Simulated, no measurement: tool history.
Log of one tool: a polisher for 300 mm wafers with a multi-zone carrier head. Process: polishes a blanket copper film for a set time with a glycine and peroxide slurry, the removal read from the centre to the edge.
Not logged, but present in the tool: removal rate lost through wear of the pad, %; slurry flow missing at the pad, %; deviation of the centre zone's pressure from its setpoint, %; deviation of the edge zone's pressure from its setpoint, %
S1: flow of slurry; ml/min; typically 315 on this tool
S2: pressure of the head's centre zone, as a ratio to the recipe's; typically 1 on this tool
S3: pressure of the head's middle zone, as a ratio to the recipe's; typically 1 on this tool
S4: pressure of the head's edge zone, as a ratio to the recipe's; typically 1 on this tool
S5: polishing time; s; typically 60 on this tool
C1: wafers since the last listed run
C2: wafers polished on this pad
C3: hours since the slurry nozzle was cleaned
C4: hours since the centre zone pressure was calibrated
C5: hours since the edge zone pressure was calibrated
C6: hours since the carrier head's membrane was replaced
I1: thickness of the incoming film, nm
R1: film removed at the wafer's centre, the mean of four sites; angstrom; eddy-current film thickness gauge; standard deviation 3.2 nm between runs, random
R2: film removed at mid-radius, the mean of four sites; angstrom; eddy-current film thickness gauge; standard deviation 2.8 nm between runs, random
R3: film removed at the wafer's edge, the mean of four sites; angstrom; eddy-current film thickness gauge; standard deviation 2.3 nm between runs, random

Run 1, hour 0: usual settings; C1 0; C2 99; C3 575.5; C4 8.8; C5 213.5; C6 2; I1 1895.6. Result: R1 2075 angstrom, R2 2078 angstrom, R3 2133 angstrom.
At hour 7.1: slurry nozzle cleaned.
Run 2, hour 16.5: usual settings but S3 1.06; C1 113; C2 212; C3 9.4; C4 25.3; C5 230; C6 18.5; I1 1873.6. Result: R1 2126 angstrom, R2 2179 angstrom, R3 2059 angstrom.
Run 3, hour 28.1: usual settings but S3 1.06; C1 84; C2 297; C3 21; C4 36.9; C5 241.6; C6 30.1; I1 1859.8. Result: R1 2072 angstrom, R2 2165 angstrom, R3 2059 angstrom.
Run 4, hour 38: usual settings but S3 1.06; C1 72; C2 369; C3 30.9; C4 46.8; C5 251.5; C6 40; I1 1845.9. Result: R1 2065 angstrom, R2 2190 angstrom, R3 2042 angstrom.
Run 5, hour 48.3: usual settings but S2 0.94, S3 1.07; C1 75; C2 445; C3 41.2; C4 57.1; C5 261.8; C6 50.3; I1 1915.5. Result: R1 1902 angstrom, R2 2172 angstrom, R3 2071 angstrom.
Run 6, hour 65.1: usual settings but S3 1.11, S4 0.97; C1 122; C2 568; C3 58; C4 73.9; C5 278.6; C6 67.1; I1 1880.6. Result: R1 2067 angstrom, R2 2184 angstrom, R3 2034 angstrom.
At hour 75: worn pad replaced by a new one, repeated, since the last time left the tool worse.
Run 7, hour 82.7: usual settings but S1 265 ml/min, S2 0.93; C1 99; C2 56; C3 75.6; C4 91.5; C5 296.2; C6 84.7; I1 1878.3. Result: R1 2233 angstrom, R2 2375 angstrom, R3 2344 angstrom.
Run 8, hour 100.3: usual settings but S2 1.07, S3 0.9; C1 128; C2 184; C3 93.2; C4 109.1; C5 313.8; C6 102.3; I1 1859.5. Result: R1 2585 angstrom, R2 2217 angstrom, R3 2406 angstrom.
Run 9, hour 107.5: usual settings but S2 1.04, S4 1.09; C1 52; C2 237; C3 100.4; C4 116.3; C5 321; C6 109.5; I1 1883.2. Result: R1 2501 angstrom, R2 2376 angstrom, R3 2463 angstrom.
Run 10, hour 122.4: usual settings; C1 108; C2 346; C3 115.3; C4 131.2; C5 335.9; C6 124.4; I1 1897.5. Result: R1 2382 angstrom, R2 2345 angstrom, R3 2371 angstrom.
Run 11, hour 131: usual settings; C1 62; C2 409; C3 123.9; C4 139.8; C5 344.5; C6 133; I1 1868.2. Result: R1 2362 angstrom, R2 2350 angstrom, R3 2356 angstrom.
Run 12, hour 138.3: usual settings but S4 1.09; C1 53; C2 462; C3 131.2; C4 147.1; C5 351.8; C6 140.3; I1 1898.4. Result: R1 2380 angstrom, R2 2353 angstrom, R3 2486 angstrom.
Run 13, hour 156.1: usual settings but S1 250 ml/min, S2 1.05; C1 130; C2 592; C3 149; C4 164.9; C5 369.6; C6 158.1; I1 1852.6. Result: R1 2432 angstrom, R2 2334 angstrom, R3 2349 angstrom.
At hour 166.3: edge zone pressure recalibrated.
Run 14, hour 172.7: usual settings but S1 365 ml/min, S2 0.92, S3 0.92, S4 1.06; C1 106; C2 699; C3 165.6; C4 181.5; C5 6.4; C6 174.7; I1 1865.3. Result: R1 2150 angstrom, R2 2238 angstrom, R3 2411 angstrom.
Run 15, hour 182: usual settings but S2 0.91, S3 1.05, S4 1.07, S5 42 s; C1 68; C2 767; C3 174.9; C4 190.8; C5 15.7; C6 184; I1 1874.7. Result: R1 1489 angstrom, R2 1691 angstrom, R3 1688 angstrom.
Run 16, hour 196.1: usual settings but S2 0.91, S3 1.05, S4 1.07, S5 42 s; C1 103; C2 870; C3 189; C4 204.9; C5 29.8; C6 198.1; I1 1914.3. Result: R1 1480 angstrom, R2 1683 angstrom, R3 1707 angstrom.
Run 17, hour 212.2: usual settings but S2 1.09, S3 0.94, S5 40 s; C1 117; C2 988; C3 205.1; C4 221; C5 45.9; C6 214.2; I1 1903.3. Result: R1 1689 angstrom, R2 1445 angstrom, R3 1517 angstrom.
Run 18, hour 239.5: usual settings; C1 199; C2 1188; C3 232.4; C4 248.3; C5 73.2; C6 241.5; I1 1849. Result: R1 2275 angstrom, R2 2279 angstrom, R3 2261 angstrom.
Run 19, hour 248.7: usual settings but S1 235 ml/min; C1 67; C2 1255; C3 241.6; C4 257.5; C5 82.4; C6 250.7; I1 1895.3. Result: R1 2246 angstrom, R2 2247 angstrom, R3 2236 angstrom.
Run 20, hour 257.3: usual settings but S1 225 ml/min, S2 1.05, S3 1.1, S4 0.95; C1 62; C2 1318; C3 250.2; C4 266.1; C5 91; C6 259.3; I1 1850.2. Result: R1 2323 angstrom, R2 2423 angstrom, R3 2205 angstrom.
Run 21, hour 266.3: usual settings but S2 1.08; C1 65; C2 1384; C3 259.2; C4 275.1; C5 100; C6 268.3; I1 1884.8. Result: R1 2486 angstrom, R2 2251 angstrom, R3 2253 angstrom.

Expected results for the next run?
At hour 280.6: worn pad replaced by a new one.
Run 22, hour 281.1: usual settings but S2 1.08, S4 0.94; C1 78; C2 3; C3 274; C4 289.9; C5 114.8; C6 283.1; I1 1881.7. Result: R1 ?, R2 ?, R3 ?.

R1: 2522 angstrom
R2: 2403 angstrom
R3: 2339 angstrom
Had the tool carried no hidden state, the very same run would have given R1 2539 angstrom, R2 2419 angstrom, R3 2355 angstrom.
